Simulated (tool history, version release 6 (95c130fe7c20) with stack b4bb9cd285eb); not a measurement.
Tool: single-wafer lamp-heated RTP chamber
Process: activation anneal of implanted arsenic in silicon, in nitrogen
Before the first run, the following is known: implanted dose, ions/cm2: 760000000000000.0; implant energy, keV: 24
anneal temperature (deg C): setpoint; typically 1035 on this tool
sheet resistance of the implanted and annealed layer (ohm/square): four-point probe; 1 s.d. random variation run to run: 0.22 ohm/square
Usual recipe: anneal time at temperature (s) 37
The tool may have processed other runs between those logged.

run    day  anneal temperature (deg C)  anneal time at temperature (s)  read-back reference wafer on the same gauge, sheet resistance  sheet resistance of the implanted and annealed layer (ohm/square)
  1      0                        1035                              37                                                            161                                                             137.55
  2  0.579                        1035                              37                                                         161.04                                                             137.28
     0.708  -- gauge calibrated
  3  0.954                        1035                              37                                                         161.01                                                             137.42
  4  1.467                        1035                              37                                                         161.02                                                             137.61
  5  1.942                        1035                              37                                                         160.99                                                             137.21
     2.588  -- pyrometer window cleaned and pyrometer calibrated
  6  2.608                        1035                              37                                                         161.01                                                             138.58
  7  2.938                        1035                              47                                                         160.97                                                             137.18

The next listed run, before its measurement:
  8  3.508                        1056                              19                                                              ?                                                                  ?

read-back reference wafer on the same gauge, sheet resistance: 161.04
sheet resistance of the implanted and annealed layer (ohm/square): 140.39
If the tool had no hidden condition, the same run with the same run-to-run variation would have returned sheet resistance of the implanted and annealed layer (ohm/square) 140.86.

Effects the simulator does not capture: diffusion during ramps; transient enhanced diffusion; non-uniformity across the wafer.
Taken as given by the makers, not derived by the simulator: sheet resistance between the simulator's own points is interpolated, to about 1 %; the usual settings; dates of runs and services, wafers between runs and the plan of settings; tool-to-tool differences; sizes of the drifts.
